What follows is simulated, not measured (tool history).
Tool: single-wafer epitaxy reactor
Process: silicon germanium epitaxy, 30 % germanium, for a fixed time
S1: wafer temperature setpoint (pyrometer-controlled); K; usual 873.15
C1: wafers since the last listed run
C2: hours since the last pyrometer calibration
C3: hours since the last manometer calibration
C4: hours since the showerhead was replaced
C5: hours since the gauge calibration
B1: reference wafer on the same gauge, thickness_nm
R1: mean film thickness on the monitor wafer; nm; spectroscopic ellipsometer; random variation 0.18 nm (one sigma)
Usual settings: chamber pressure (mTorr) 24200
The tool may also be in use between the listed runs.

run 1 hour=0.0 | S1=885.15 chamber_pressure_(mTorr)=22100 | C1=0 C2=1154.7 C3=545.8 C4=4888.6 C5=2077.4 | B1=76.551 | R1=77.755
run 2 hour=92.6 | S1=885.15 chamber_pressure_(mTorr)=22100 | C1=1621 C2=1247.3 C3=638.4 C4=4981.2 C5=2170.0 | B1=76.630 | R1=77.744
run 3 hour=158.4 | S1=873.15 chamber_pressure_(mTorr)=24200 | C1=1152 C2=1313.1 C3=704.2 C4=5047.0 C5=2235.8 | B1=76.498 | R1=65.841
run 4 hour=256.3 | S1=873.15 chamber_pressure_(mTorr)=22700 | C1=1714 C2=1411.0 C3=802.1 C4=5144.9 C5=2333.7 | B1=76.728 | R1=64.660
run 5 hour=307.2 | S1=873.15 chamber_pressure_(mTorr)=28500 | C1=891 C2=1461.9 C3=853.0 C4=5195.8 C5=2384.6 | B1=76.547 | R1=68.993
-- hour=397.6 showerhead replaced
run 6 hour=398.1 | S1=873.15 chamber_pressure_(mTorr)=28500 | C1=1451 C2=1552.8 C3=943.9 C4=0.5 C5=2475.5 | B1=76.560 | R1=68.775
run 7 hour=454.9 | S1=873.15 chamber_pressure_(mTorr)=24200 | C1=994 C2=1609.6 C3=1000.7 C4=57.3 C5=2532.3 | B1=76.649 | R1=65.666
run 8 hour=550.6 | S1=880.15 chamber_pressure_(mTorr)=24200 | C1=1676 C2=1705.3 C3=1096.4 C4=153.0 C5=2628.0 | B1=76.696 | R1=73.341
run 9 hour=629.7 | S1=873.15 chamber_pressure_(mTorr)=24200 | C1=1385 C2=1784.4 C3=1175.5 C4=232.1 C5=2707.1 | B1=76.685 | R1=65.533
run 10 hour=694.5 | S1=878.15 chamber_pressure_(mTorr)=24200 | C1=1134 C2=1849.2 C3=1240.3 C4=296.9 C5=2771.9 | B1=76.546 | R1=71.219
run 11 hour=754.8 | S1=878.15 chamber_pressure_(mTorr)=24200 | C1=1056 C2=1909.5 C3=1300.6 C4=357.2 C5=2832.2 | B1=76.697 | R1=70.859
run 12 hour=831.0 | S1=862.15 chamber_pressure_(mTorr)=24200 | C1=1334 C2=1985.7 C3=1376.8 C4=433.4 C5=2908.4 | B1=76.595 | R1=54.782
run 13 hour=873.0 | S1=862.15 chamber_pressure_(mTorr)=24200 | C1=735 C2=2027.7 C3=1418.8 C4=475.4 C5=2950.4 | B1=76.593 | R1=54.958
run 14 hour=964.6 | S1=862.15 chamber_pressure_(mTorr)=24200 | C1=1604 C2=2119.3 C3=1510.4 C4=567.0 C5=3042.0 | B1=76.652 | R1=55.082
run 15 hour=1026.5 | S1=858.15 chamber_pressure_(mTorr)=24200 | C1=1084 C2=2181.2 C3=1572.3 C4=628.9 C5=3103.9 | B1=76.614 | R1=51.466
run 16 hour=1123.4 | S1=879.15 chamber_pressure_(mTorr)=21900 | C1=1697 C2=2278.1 C3=1669.2 C4=725.8 C5=3200.8 | B1=76.678 | R1=70.373
run 17 hour=1165.8 | S1=882.15 chamber_pressure_(mTorr)=19300 | C1=742 C2=2320.5 C3=1711.6 C4=768.2 C5=3243.2 | B1=76.525 | R1=71.305
run 18 hour=1230.1 | S1=873.15 chamber_pressure_(mTorr)=29800 | C1=1126 C2=2384.8 C3=1775.9 C4=832.5 C5=3307.5 | B1=76.547 | R1=70.001
-- hour=1266.2 gauge calibrated
run 19 hour=1292.0 | S1=873.15 chamber_pressure_(mTorr)=22200 | C1=1084 C2=2446.7 C3=1837.8 C4=894.4 C5=25.8 | B1=76.599 | R1=64.263
-- hour=1326.8 pyrometer calibrated
run 20 hour=1358.6 | S1=873.15 chamber_pressure_(mTorr)=24200 | C1=1026 C2=31.8 C3=1904.4 C4=961.0 C5=92.4 | B1=76.597 | R1=65.702
run 21 hour=1396.5 | S1=878.15 chamber_pressure_(mTorr)=29700 | C1=663 C2=69.7 C3=1942.3 C4=998.9 C5=130.3 | B1=76.611 | R1=75.290
-- hour=1417.6 capacitance manometer re-zeroed and calibrated
run 22 hour=1474.5 | S1=873.15 chamber_pressure_(mTorr)=24200 | C1=1225 C2=147.7 C3=56.9 C4=1076.9 C5=208.3 | B1=76.537 | R1=65.743
run 23 hour=1514.2 | S1=873.15 chamber_pressure_(mTorr)=24200 | C1=695 C2=187.4 C3=96.6 C4=1116.6 C5=248.0 | B1=76.547 | R1=65.491
run 24 hour=1566.9 | S1=887.15 chamber_pressure_(mTorr)=24200 | C1=922 C2=240.1 C3=149.3 C4=1169.3 C5=300.7 | B1=76.583 | R1=82.152
run 25 hour=1734.1 | S1=869.15 chamber_pressure_(mTorr)=21100 | C1=2928 C2=407.3 C3=316.5 C4=1336.5 C5=467.9 | B1=76.560 | R1=59.480
run 26 hour=1772.9 | S1=873.15 chamber_pressure_(mTorr)=24200 | C1=679 C2=446.1 C3=355.3 C4=1375.3 C5=506.7 | B1=76.618 | R1=65.617
run 27 hour=1817.1 | S1=865.15 chamber_pressure_(mTorr)=18400 | C1=774 C2=490.3 C3=399.5 C4=1419.5 C5=550.9 | B1=76.569 | R1=53.885
run 28 hour=1924.8 | S1=887.15 chamber_pressure_(mTorr)=25800 | C1=1886 C2=598.0 C3=507.2 C4=1527.2 C5=658.6 | B1=76.584 | R1=83.320
run 29 hour=2018.2 | S1=859.15 chamber_pressure_(mTorr)=26500 | C1=1635 C2=691.4 C3=600.6 C4=1620.6 C5=752.0 | B1=76.538 | R1=53.867
run 30 hour=2071.2 | S1=867.15 chamber_pressure_(mTorr)=21500 | C1=928 C2=744.4 C3=653.6 C4=1673.6 C5=805.0 | B1=76.599 | R1=57.944
run 31 hour=2164.1 | S1=887.15 chamber_pressure_(mTorr)=18900 | C1=1627 C2=837.3 C3=746.5 C4=1766.5 C5=897.9 | B1=76.622 | R1=76.858
run 32 hour=2241.9 | S1=863.15 chamber_pressure_(mTorr)=29500 | C1=1362 C2=915.1 C3=824.3 C4=1844.3 C5=975.7 | B1=76.614 | R1=59.013
run 33 hour=2320.8 | S1=885.15 chamber_pressure_(mTorr)=29600 | C1=1381 C2=994.0 C3=903.2 C4=1923.2 C5=1054.6 | B1=76.516 | R1=83.765
run 34 hour=2371.2 | S1=886.15 chamber_pressure_(mTorr)=19700 | C1=882 C2=1044.4 C3=953.6 C4=1973.6 C5=1105.0 | B1=76.494 | R1=76.616
run 35 hour=2444.5 | S1=873.15 chamber_pressure_(mTorr)=24200 | C1=1283 C2=1117.7 C3=1026.9 C4=2046.9 C5=1178.3 | B1=76.509 | R1=65.466
run 36 hour=2529.4 | S1=883.15 chamber_pressure_(mTorr)=19500 | C1=1486 C2=1202.6 C3=1111.8 C4=2131.8 C5=1263.2 | B1=76.528 | R1=72.817

Hidden state at the last listed run before each entry between runs and at the first one after, where it differs:
Between runs 5 and 6: showerhead replaced (hour 397.6)
  no hidden state differs between the two runs
Between runs 18 and 19: gauge calibrated (hour 1266.2)
  no hidden state differs between the two runs
Between runs 19 and 20: pyrometer calibrated (hour 1326.8)
  no hidden state differs between the two runs
Between runs 21 and 22: capacitance manometer re-zeroed and calibrated (hour 1417.6)
  no hidden state differs between the two runs
